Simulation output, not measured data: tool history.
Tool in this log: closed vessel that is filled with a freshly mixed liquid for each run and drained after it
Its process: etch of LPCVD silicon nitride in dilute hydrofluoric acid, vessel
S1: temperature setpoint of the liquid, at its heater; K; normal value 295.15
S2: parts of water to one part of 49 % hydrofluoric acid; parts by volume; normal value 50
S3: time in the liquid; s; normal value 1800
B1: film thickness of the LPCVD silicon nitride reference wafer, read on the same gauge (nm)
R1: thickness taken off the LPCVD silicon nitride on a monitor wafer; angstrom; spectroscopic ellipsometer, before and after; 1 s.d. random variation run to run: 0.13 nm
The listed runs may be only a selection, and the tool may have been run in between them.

run,day,S1,S2,S3,B1,R1
1,0,295.15,50,1445,39.98,142.6
2,1.371,295.15,50,1445,40.02,144.3
3,2.738,295.15,50,1800,40.01,180.7
# day 4.092: thermometer replaced
4,4.267,295.15,50,1800,40.01,194.5
5,6.858,295.15,50,1800,40.02,194
6,8.192,295.15,50,1800,40.02,193.9
7,9.996,295.15,50,1800,39.97,195.7
8,12.075,295.15,70,1800,40,140.2
# day 13.808: hydrofluoric acid flow meter replaced
9,14.508,295.15,50,1450,40,157.8
10,17.467,295.15,50,1450,39.99,158.4
# day 17.992: thermometer replaced, repeated, since the last time left the tool worse
11,18.488,295.15,50,1800,39.99,163.6
12,20.662,295.15,50,1800,39.99,159.8
13,22.821,295.15,50,1800,39.99,161.6
14,25.062,295.15,60,1380,40.02,105.3
15,26.85,293.15,70,2645,40.03,149.6
# day 28.05: gauge calibrated
16,28.679,298.65,50,2135,39.99,246.4
17,30.388,293.65,40,1425,39.98,145.3
# day 30.925: hydrofluoric acid flow meter replaced
18,32.65,300.15,25,2880,40.01,724
19,35.308,298.65,50,1295,39.99,151.2
20,36.329,291.65,60,1800,40,109
21,38.046,295.15,50,1445,39.98,135
22,39.917,293.15,70,1800,40,104.1
23,41.05,292.15,50,1800,39.98,135.3
24,43.542,295.15,50,1800,40.03,166.2
25,45.633,295.15,35,1410,39.99,185.3
26,47.404,295.15,50,1800,39.98,170.3
# day 48.679: hydrofluoric acid flow meter replaced
27,49.333,295.15,40,2445,39.99,285.2

For run 28, what comes out?
28,50.417,295.15,50,1800,?,?

For run 28 the tool returned B1 39.98, R1 170.1 angstrom.
On a tool with no hidden condition, and with the same random variation, this run would have come out at R1 159.6 angstrom.

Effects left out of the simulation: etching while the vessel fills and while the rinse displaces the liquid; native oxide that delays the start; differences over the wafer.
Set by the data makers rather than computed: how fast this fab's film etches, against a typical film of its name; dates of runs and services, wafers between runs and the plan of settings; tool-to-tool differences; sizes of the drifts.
